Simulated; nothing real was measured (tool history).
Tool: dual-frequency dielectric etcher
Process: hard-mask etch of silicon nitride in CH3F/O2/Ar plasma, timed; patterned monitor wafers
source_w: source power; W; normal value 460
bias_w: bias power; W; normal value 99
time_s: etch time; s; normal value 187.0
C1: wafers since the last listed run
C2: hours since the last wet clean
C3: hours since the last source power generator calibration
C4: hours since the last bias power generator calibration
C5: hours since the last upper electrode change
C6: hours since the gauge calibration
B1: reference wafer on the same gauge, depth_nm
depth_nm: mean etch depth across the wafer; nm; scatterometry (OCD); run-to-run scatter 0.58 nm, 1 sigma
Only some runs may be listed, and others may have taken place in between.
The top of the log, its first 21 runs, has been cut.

At hour 1555.0: source power generator calibrated.
Run 22, hour 1604.0: usual settings but source_w 540 W, time_s 166.5 s; C1 444; C2 170.9; C3 49.0; C4 689.5; C5 599.9; C6 938.2; B1 176.1. Result: depth_nm 142.9 nm.
Run 23, hour 1681.0: usual settings but source_w 510 W, time_s 169.5 s; C1 575; C2 247.9; C3 126.0; C4 766.5; C5 676.9; C6 1015.2; B1 176.0. Result: depth_nm 141.7 nm.
Run 24, hour 1717.7: usual settings but source_w 520 W, bias_w 109 W, time_s 210.0 s; C1 274; C2 284.6; C3 162.7; C4 803.2; C5 713.6; C6 1051.9; B1 176.0. Result: depth_nm 183.6 nm.
Run 25, hour 1808.8: usual settings; C1 680; C2 375.7; C3 253.8; C4 894.3; C5 804.7; C6 1143.0; B1 176.0. Result: depth_nm 151.0 nm.
Run 26, hour 1891.5: usual settings but bias_w 118 W, time_s 148.5 s; C1 617; C2 458.4; C3 336.5; C4 977.0; C5 887.4; C6 1225.7; B1 176.3. Result: depth_nm 127.0 nm.
Run 27, hour 1996.7: usual settings but source_w 540 W; C1 786; C2 563.6; C3 441.7; C4 1082.2; C5 992.6; C6 1330.9; B1 176.0. Result: depth_nm 157.0 nm.
At hour 2040.8: wet clean of the chamber.
Run 28, hour 2095.4: usual settings but bias_w 122 W, time_s 147.0 s; C1 558; C2 54.6; C3 540.4; C4 1180.9; C5 1091.3; C6 1429.6; B1 175.9. Result: depth_nm 129.7 nm.
Run 29, hour 2190.5: usual settings but source_w 510 W, bias_w 85 W, time_s 157.5 s; C1 710; C2 149.7; C3 635.5; C4 1276.0; C5 1186.4; C6 1524.7; B1 176.0. Result: depth_nm 124.7 nm.

Expected results for the next run?
Run 30, hour 2265.0: usual settings but source_w 560 W, time_s 214.0 s; C1 556; C2 224.2; C3 710.0; C4 1350.5; C5 1260.9; C6 1599.2; B1 ?. Result: depth_nm ?.

{"run 30": {"B1": 175.9, "depth_nm": 184.7}}
With no hidden state in the tool, this same run would have given depth_nm 188.8 nm.
